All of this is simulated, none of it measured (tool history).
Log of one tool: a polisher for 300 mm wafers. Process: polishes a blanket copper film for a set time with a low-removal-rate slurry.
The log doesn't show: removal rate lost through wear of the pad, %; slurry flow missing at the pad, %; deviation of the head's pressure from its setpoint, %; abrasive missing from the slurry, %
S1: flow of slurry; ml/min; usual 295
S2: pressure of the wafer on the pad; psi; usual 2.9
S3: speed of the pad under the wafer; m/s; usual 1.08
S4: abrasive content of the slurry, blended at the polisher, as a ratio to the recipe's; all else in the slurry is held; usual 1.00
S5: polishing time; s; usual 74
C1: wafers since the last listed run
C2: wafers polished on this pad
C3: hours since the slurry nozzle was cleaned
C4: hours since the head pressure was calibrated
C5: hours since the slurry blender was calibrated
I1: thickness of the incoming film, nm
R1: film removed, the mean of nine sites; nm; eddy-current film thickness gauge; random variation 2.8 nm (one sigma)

run	hour	S1	S2	S3	S4	S5	C1	C2	C3	C4	C5	I1	R1
1	0.0	295	2.9	1.08	1.00	74	0	938	393.1	461.9	237.5	1429.1	231.3
# hour 5.9: slurry blender recalibrated
2	17.3	295	2.9	1.08	1.00	74	111	1049	410.4	479.2	11.4	1410.1	252.4
3	43.7	295	2.9	1.08	1.00	74	192	1242	436.8	505.6	37.8	1419.5	255.7
# hour 76.0: worn pad replaced by a new one
4	78.6	295	2.9	1.08	1.00	74	225	18	471.7	540.5	72.7	1423.0	250.7
5	102.6	295	2.9	1.08	1.00	74	175	193	495.7	564.5	96.7	1424.8	249.3
# hour 105.1: head pressure recalibrated
6	132.1	295	2.9	1.08	1.00	74	200	394	525.2	27.0	126.2	1429.4	242.1
7	147.2	295	2.9	1.08	1.00	74	110	504	540.3	42.1	141.3	1430.3	246.6
8	179.6	295	2.9	1.08	1.00	74	236	740	572.7	74.5	173.7	1393.5	240.2
9	193.0	295	2.9	1.38	1.00	74	97	838	586.1	87.9	187.1	1419.3	307.3
10	224.6	295	2.9	1.08	1.00	74	230	1069	617.7	119.5	218.7	1434.5	236.4
# hour 228.6: slurry blender recalibrated
11	251.3	265	2.9	1.08	1.00	74	180	1249	644.4	146.2	22.7	1419.5	247.3
12	271.9	295	2.9	1.18	0.80	74	150	1399	665.0	166.8	43.3	1422.0	262.1
# hour 285.4: worn pad replaced by a new one
13	287.9	370	3.2	1.08	1.00	74	87	18	681.0	182.8	59.3	1422.2	276.6
14	302.9	295	2.9	1.08	1.00	74	109	127	696.0	197.8	74.3	1410.5	248.0
15	334.6	295	2.9	0.90	1.25	74	231	359	727.7	229.5	106.0	1423.8	215.1
16	410.8	195	2.9	1.08	1.00	51	555	914	803.9	305.7	182.2	1409.5	156.7
# hour 426.9: slurry nozzle cleaned
17	429.1	195	2.9	1.08	1.00	51	126	1040	2.2	324.0	200.5	1412.4	165.1
# hour 454.0: worn pad replaced by a new one
18	461.5	295	2.9	1.08	0.85	98	207	54	34.6	356.4	232.9	1407.6	300.6
19	474.1	205	3.2	1.08	1.10	85	91	146	47.2	369.0	245.5	1426.5	287.1
20	492.7	295	3.8	0.84	1.00	50	135	282	65.8	387.6	264.1	1421.6	150.6
# hour 506.0: slurry blender recalibrated
21	521.1	295	2.9	1.08	1.00	74	192	474	94.2	416.0	15.1	1432.6	257.5
22	556.3	295	2.9	1.08	1.10	88	256	731	129.4	451.2	50.3	1409.6	312.0
# hour 558.8: head pressure recalibrated
23	591.8	295	3.8	1.18	1.00	93	244	975	164.9	33.0	85.8	1417.0	426.1
24	613.9	205	2.9	1.44	1.20	84	161	1137	187.0	55.1	107.9	1428.4	388.4
# hour 628.3: worn pad replaced by a new one
25	628.7	295	2.9	1.08	1.00	74	78	3	201.8	69.9	122.7	1442.2	243.5
26	649.2	295	3.8	1.08	1.00	58	149	152	222.3	90.4	143.2	1414.2	236.4

The next listed run, before its measurement:
27	670.6	205	2.9	1.44	1.20	84	156	308	243.7	111.8	164.6	1434.8	?

R1: 367.7 nm
Without the tool's hidden state the same run would have given R1 398.2 nm.
